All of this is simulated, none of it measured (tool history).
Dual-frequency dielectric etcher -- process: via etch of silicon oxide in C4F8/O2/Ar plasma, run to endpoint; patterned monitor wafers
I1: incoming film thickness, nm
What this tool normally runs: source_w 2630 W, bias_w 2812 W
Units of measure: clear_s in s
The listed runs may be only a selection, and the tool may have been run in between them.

run 1 hour=0.0 | source_w=2630 bias_w=2812 | I1=1838.7 | clear_s=315.5
run 2 hour=24.0 | source_w=2630 bias_w=2812 | I1=1829.2 | clear_s=315.2
run 3 hour=43.4 | source_w=2630 bias_w=2812 | I1=1830.5 | clear_s=315.4
run 4 hour=71.6 | source_w=2630 bias_w=2812 | I1=1826.6 | clear_s=312.9
run 5 hour=92.8 | source_w=2630 bias_w=2812 | I1=1856.1 | clear_s=315.7
run 6 hour=116.7 | source_w=2630 bias_w=3340 | I1=1851.4 | clear_s=298.9
run 7 hour=129.2 | source_w=2630 bias_w=2812 | I1=1847.6 | clear_s=315.5
run 8 hour=161.8 | source_w=2630 bias_w=2812 | I1=1840.7 | clear_s=312.0
run 9 hour=175.3 | source_w=2630 bias_w=2812 | I1=1866.4 | clear_s=315.4
run 10 hour=203.0 | source_w=2630 bias_w=3166 | I1=1847.4 | clear_s=299.7
-- hour=236.5 upper electrode replaced
run 11 hour=237.0 | source_w=2630 bias_w=3166 | I1=1850.3 | clear_s=300.4
run 12 hour=245.9 | source_w=2630 bias_w=2812 | I1=1848.1 | clear_s=308.7
-- hour=288.1 wet clean of the chamber
run 13 hour=288.6 | source_w=2630 bias_w=2812 | I1=1842.2 | clear_s=304.6
run 14 hour=302.5 | source_w=2630 bias_w=2383 | I1=1848.7 | clear_s=317.3
run 15 hour=334.3 | source_w=2250 bias_w=2992 | I1=1821.6 | clear_s=312.7
run 16 hour=376.9 | source_w=2630 bias_w=3455 | I1=1833.0 | clear_s=278.9
-- hour=394.1 source power generator calibrated
run 17 hour=398.2 | source_w=2630 bias_w=2812 | I1=1847.6 | clear_s=300.0
-- hour=432.6 wet clean of the chamber, repeated, since the last time left the tool worse
run 18 hour=433.1 | source_w=2250 bias_w=2316 | I1=1847.2 | clear_s=358.7
run 19 hour=438.7 | source_w=2630 bias_w=2812 | I1=1838.4 | clear_s=315.2

Estimate the outcome of run 20 from the log above:
run 20 hour=454.7 | source_w=2630 bias_w=2812 | I1=1862.4 | clear_s=?

{"run 20": {"clear_s": 320.2}}
The same run, on a tool lacking any hidden state, would have yielded clear_s 320.9 s.

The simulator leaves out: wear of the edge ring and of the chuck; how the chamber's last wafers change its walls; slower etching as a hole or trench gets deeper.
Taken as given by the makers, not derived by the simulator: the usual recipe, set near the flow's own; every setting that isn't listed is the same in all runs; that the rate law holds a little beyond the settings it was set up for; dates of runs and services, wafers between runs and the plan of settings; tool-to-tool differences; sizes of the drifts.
